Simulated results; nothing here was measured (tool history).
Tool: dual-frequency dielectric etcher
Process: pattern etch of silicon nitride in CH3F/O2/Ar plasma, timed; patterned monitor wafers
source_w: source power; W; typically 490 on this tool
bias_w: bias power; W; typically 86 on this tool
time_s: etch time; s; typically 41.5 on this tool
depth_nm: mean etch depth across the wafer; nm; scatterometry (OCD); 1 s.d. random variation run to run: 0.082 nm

run,hour,source_w,bias_w,time_s,"read-back reference wafer on the same gauge, depth_nm",depth_nm
1,0,490,86,38,37.29,31.27
2,94.7,490,86,41.5,37.31,33.91
3,200.5,490,86,48.5,37.31,39.67
4,236.5,490,86,48.5,37.29,39.57
5,333.9,490,74,41.5,37.28,31.54
6,385,490,74,41.5,37.3,31.56
# hour 484: wet clean of the chamber
# hour 593.4: gauge calibrated
7,617.7,490,86,41.5,37.29,34.42
8,659.4,560,78,41.5,37.3,35.25
9,766.6,560,78,41.5,37.3,35.01
10,944.6,450,86,41.5,37.3,32.32
# hour 1021.6: wet clean of the chamber
11,1030.6,400,86,31.5,37.29,23.01
# hour 1092.6: bias power generator calibrated
# hour 1182.3: upper electrode replaced
12,1290.3,400,86,31.5,37.3,23.38
13,1330.3,440,75,47.5,37.31,35.05
14,1419.9,490,86,41.5,37.3,34.38
15,1465.6,490,86,41.5,37.29,34.44
# hour 1479.4: source power generator calibrated
16,1551.8,440,86,52.5,37.29,40.67
# hour 1680.8: wet clean of the chamber
17,1873.4,490,70,32.5,37.29,24.88
18,1960.8,560,86,41.5,37.29,36.93
19,2022,560,86,48.5,37.32,43.22
20,2081.6,490,65,41.5,37.3,30.34
21,2179.1,400,86,31.5,37.29,23.12
# hour 2248.8: wet clean of the chamber
22,2256.4,490,86,41.5,37.28,34.84
23,2294.9,570,86,41.5,37.31,37.74
24,2360.9,610,92,35.5,37.32,34.35
25,2460,600,86,46,37.28,42.51
26,2508.6,490,92,41.5,37.31,35.38
27,2570.8,490,86,41.5,37.31,34.3
28,2634.7,490,105,49,37.3,43.98

Branching from run 28: 5 alternative next runs. What would each branch give?
A,2635.1,490,86,41.5,?,?
B,2635.1,490,86,34.5,?,?
C,2635.1,490,86,37.5,?,?
D,2635.1,460,101,52.5,?,?
E,2635.1,490,86,29.5,?,?

run,"read-back reference wafer on the same gauge, depth_nm",depth_nm
A,37.3,34.11
B,37.3,28.36
C,37.3,30.82
D,37.3,44.68
E,37.3,24.25
With no hidden state in the tool, these same runs would have given:
run,depth_nm
A,35.06
B,29.15
C,31.68
D,45.95
E,24.92
